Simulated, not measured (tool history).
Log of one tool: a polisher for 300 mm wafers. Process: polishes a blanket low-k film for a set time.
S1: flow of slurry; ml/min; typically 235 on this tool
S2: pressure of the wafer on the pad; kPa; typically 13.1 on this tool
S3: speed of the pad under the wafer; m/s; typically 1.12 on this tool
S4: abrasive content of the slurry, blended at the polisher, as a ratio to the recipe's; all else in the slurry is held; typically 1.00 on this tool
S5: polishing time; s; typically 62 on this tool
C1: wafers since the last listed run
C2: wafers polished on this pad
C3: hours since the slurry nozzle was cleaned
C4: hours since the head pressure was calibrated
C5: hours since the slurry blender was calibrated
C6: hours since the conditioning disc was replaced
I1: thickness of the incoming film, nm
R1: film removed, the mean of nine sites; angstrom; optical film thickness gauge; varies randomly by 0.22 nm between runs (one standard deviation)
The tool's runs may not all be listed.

run	hour	S1	S2	S3	S4	S5	C1	C2	C3	C4	C5	C6	I1	R1
1	0.0	235	13.1	1.12	1.10	72	0	562	445.0	1241.4	41.8	263.3	721.5	306
2	8.4	235	13.1	1.12	1.10	72	108	670	453.4	1249.8	50.2	271.7	730.8	306
# hour 16.0: worn pad replaced by a new one
3	20.4	235	13.1	1.12	1.00	62	103	56	465.4	1261.8	62.2	283.7	725.8	254
4	29.8	235	13.1	1.12	1.00	62	121	177	474.8	1271.2	71.6	293.1	726.7	250
5	63.6	235	13.1	1.12	1.00	79	435	613	508.6	1305.0	105.4	326.9	731.1	315
# hour 78.9: worn pad replaced by a new one
6	79.4	235	13.1	1.12	1.00	79	152	5	524.4	1320.8	121.2	342.7	703.4	313
7	92.2	235	13.1	1.12	1.00	62	165	170	537.2	1333.6	134.0	355.5	709.9	246
8	103.2	235	13.1	1.12	1.00	62	141	312	548.2	1344.6	145.0	366.5	727.8	242
# hour 120.2: head pressure recalibrated
9	121.0	235	13.1	1.12	1.00	62	203	516	566.0	0.8	162.8	384.3	720.2	245
# hour 128.1: slurry nozzle cleaned
# hour 128.9: slurry blender recalibrated
# hour 135.2: conditioning disc replaced and pad reconditioned
10	137.4	235	13.1	1.12	1.00	62	162	678	9.3	17.2	8.5	2.2	733.4	280
# hour 147.7: worn pad replaced by a new one
11	148.6	235	17.9	1.12	1.00	62	92	11	20.5	28.4	19.7	13.4	709.8	380
12	159.1	310	11.0	1.12	1.00	77	135	147	31.0	38.9	30.2	23.9	720.1	301
13	171.8	235	13.1	1.12	1.00	52	163	310	43.7	51.6	42.9	36.6	730.5	235
14	179.7	235	13.1	1.12	1.00	62	101	412	51.6	59.5	50.8	44.5	722.3	280
15	186.8	235	13.1	1.12	1.00	62	91	504	58.7	66.6	57.9	51.6	723.4	279
16	197.9	260	13.1	1.12	1.00	45	143	647	69.8	77.7	69.0	62.7	718.3	205
# hour 207.3: worn pad replaced by a new one
17	238.1	235	13.1	1.12	1.00	62	466	397	110.0	117.9	109.2	102.9	715.4	279
18	246.6	180	13.1	1.24	1.00	62	109	506	118.5	126.4	117.7	111.4	710.2	284
19	253.5	235	13.1	1.12	0.75	62	88	595	125.4	133.3	124.6	118.3	711.1	248

Table of differences, measured result less the result of that run with no hidden state. Run-to-run variation is the same in both. Gauge scatter possibly is not:
Hidden state at play: removal rate lost through wear of the pad, %; slurry flow missing at the pad, %; deviation of the head's pressure from its setpoint, %; abrasive missing from the slurry, %; time polished since the conditioner stopped cutting, s.
run	R1
1	-32
2	-33
3	-28
4	-29
5	-41
6	-44
7	-35
8	-36
9	-39
10	-1
11	-2
12	-1
13	-1
14	-3
15	-2
16	-2
17	-4
18	-6
19	-4

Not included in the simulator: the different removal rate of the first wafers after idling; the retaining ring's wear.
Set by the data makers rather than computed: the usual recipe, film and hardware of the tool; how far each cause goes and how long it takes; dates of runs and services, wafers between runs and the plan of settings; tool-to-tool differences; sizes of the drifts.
